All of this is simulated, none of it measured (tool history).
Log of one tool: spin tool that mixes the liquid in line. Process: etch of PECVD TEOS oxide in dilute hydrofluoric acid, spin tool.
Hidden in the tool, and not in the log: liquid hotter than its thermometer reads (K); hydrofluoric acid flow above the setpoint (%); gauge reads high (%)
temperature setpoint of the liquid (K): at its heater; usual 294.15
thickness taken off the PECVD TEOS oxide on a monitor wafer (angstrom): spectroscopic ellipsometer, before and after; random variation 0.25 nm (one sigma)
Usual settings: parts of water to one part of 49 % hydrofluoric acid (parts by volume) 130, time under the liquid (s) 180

run    hour  temperature setpoint of the liquid (K)  parts of water to one part of 49 % hydrofluoric acid (parts by volume)  time under the liquid (s)  wafers since the last listed run  hours since the thermometer was replaced  hours since the hydrofluoric acid flow meter was replaced  hours since the gauge calibration  read-back film thickness of the PECVD TEOS oxide reference wafer, read on the same gauge (nm)  thickness taken off the PECVD TEOS oxide on a monitor wafer (angstrom)
  1     0.0                                  294.15                                                                     130                        180                                 0                                    1513.4                                                      638.3                              707.2                                                                                          30.01                                                                   276.9
  2    29.7                                  294.15                                                                     130                        180                               133                                    1543.1                                                      668.0                              736.9                                                                                          30.00                                                                   283.1
  3    56.0                                  294.15                                                                     130                        115                               118                                    1569.4                                                      694.3                              763.2                                                                                          29.98                                                                   180.6
  4   115.5                                  294.15                                                                     130                        115                               267                                    1628.9                                                      753.8                              822.7                                                                                          30.02                                                                   180.0
  5   153.7                                  294.15                                                                     130                        180                               171                                    1667.1                                                      792.0                              860.9                                                                                          29.98                                                                   283.6
  6   214.2                                  294.15                                                                     130                        180                               271                                    1727.6                                                      852.5                              921.4                                                                                          30.00                                                                   281.9
  7   268.0                                  294.15                                                                     130                        180                               241                                    1781.4                                                      906.3                              975.2                                                                                          29.97                                                                   286.3
  8   311.8                                  294.15                                                                     130                        180                               196                                    1825.2                                                      950.1                             1019.0                                                                                          30.00                                                                   289.4
  9   351.3                                  294.15                                                                     130                        180                               177                                    1864.7                                                      989.6                             1058.5                                                                                          29.99                                                                   283.9
 10   390.0                                  294.15                                                                     130                        180                               173                                    1903.4                                                     1028.3                             1097.2                                                                                          30.02                                                                   290.2
 11   446.3                                  294.15                                                                     130                        180                               253                                    1959.7                                                     1084.6                             1153.5                                                                                          30.00                                                                   287.6
      487.4  -- hydrofluoric acid flow meter replaced
 12   514.7                                  294.15                                                                     130                        180                               302                                    2028.1                                                       27.3                             1221.9                                                                                          29.99                                                                   274.0
 13   577.1                                  294.15                                                                     130                        180                               280                                    2090.5                                                       89.7                             1284.3                                                                                          30.01                                                                   274.2
 14   611.6                                  294.15                                                                     130                        180                               155                                    2125.0                                                      124.2                             1318.8                                                                                          30.01                                                                   278.5
 15   667.3                                  294.15                                                                     130                        155                               250                                    2180.7                                                      179.9                             1374.5                                                                                          30.00                                                                   240.6
 16   708.5                                  290.65                                                                     130                        180                               185                                    2221.9                                                      221.1                             1415.7                                                                                          30.02                                                                   242.4
 17   763.6                                  292.65                                                                     110                        250                               247                                    2277.0                                                      276.2                             1470.8                                                                                          29.98                                                                   433.6
 18   808.4                                  292.15                                                                      75                        120                               201                                    2321.8                                                      321.0                             1515.6                                                                                          30.00                                                                   312.3
 19   856.5                                  294.15                                                                     130                        180                               216                                    2369.9                                                      369.1                             1563.7                                                                                          29.99                                                                   284.5
 20  1027.0                                  294.15                                                                     150                        250                               766                                    2540.4                                                      539.6                             1734.2                                                                                          29.99                                                                   327.9
     1080.6  -- gauge calibrated
 21  1097.9                                  294.15                                                                     130                        180                               318                                    2611.3                                                      610.5                               17.3                                                                                          30.02                                                                   282.6
     1104.1  -- thermometer replaced
 22  1134.6                                  294.15                                                                     105                        180                               160                                      30.5                                                      647.2                               54.0                                                                                          30.00                                                                   358.0
 23  1168.1                                  292.65                                                                     130                        180                               150                                      64.0                                                      680.7                               87.5                                                                                          30.00                                                                   266.1
 24  1239.4                                  297.15                                                                     130                        180                               320                                     135.3                                                      752.0                              158.8                                                                                          30.00                                                                   322.6
 25  1285.3                                  290.15                                                                     115                        180                               206                                     181.2                                                      797.9                              204.7                                                                                          30.00                                                                   278.8
 26  1326.0                                  294.15                                                                     130                        250                               182                                     221.9                                                      838.6                              245.4                                                                                          30.01                                                                   399.8
 27  1369.9                                  299.15                                                                     185                        110                               197                                     265.8                                                      882.5                              289.3                                                                                          30.01                                                                   141.6
 28  1423.9                                  294.15                                                                     130                        180                               242                                     319.8                                                      936.5                              343.3                                                                                          30.02                                                                   288.1
 29  1477.3                                  295.65                                                                      90                         90                               240                                     373.2                                                      989.9                              396.7                                                                                          29.99                                                                   233.8
 30  1508.6                                  292.65                                                                     105                        270                               140                                     404.5                                                     1021.2                              428.0                                                                                          30.01                                                                   523.5
 31  1554.5                                  290.15                                                                     130                        180                               206                                     450.4                                                     1067.1                              473.9                                                                                          30.01                                                                   244.8
     1578.5  -- hydrofluoric acid flow meter replaced
 32  1617.5                                  292.65                                                                     130                        180                               278                                     513.4                                                       39.0                              536.9                                                                                          29.99                                                                   258.7
 33  1686.5                                  291.15                                                                      70                        235                               310                                     582.4                                                      108.0                              605.9                                                                                          30.01                                                                   637.9
 34  1741.5                                  295.65                                                                     130                        285                               247                                     637.4                                                      163.0                              660.9                                                                                          30.00                                                                   465.5

The tool's hidden state at each run:
liquid hotter than its thermometer reads (K): 0 in every run
gauge reads high (%): 0 in every run
H1: hydrofluoric acid flow above the setpoint (%)
run     H1
  1    2.7
  2   2.82
  3   2.93
  4   3.17
  5   3.33
  6   3.57
  7   3.79
  8   3.97
  9   4.13
 10   4.29
 11   4.52
 12   0.97
 13   1.22
 14   1.36
 15   1.59
 16   1.76
 17   1.98
 18   2.16
 19   2.36
 20   3.05
 21   3.34
 22   3.49
 23   3.63
 24   3.92
 25    4.1
 26   4.27
 27   4.45
 28   4.67
 29   4.89
 30   5.01
 31    5.2
 32  0.677
 33  0.958
 34   1.18
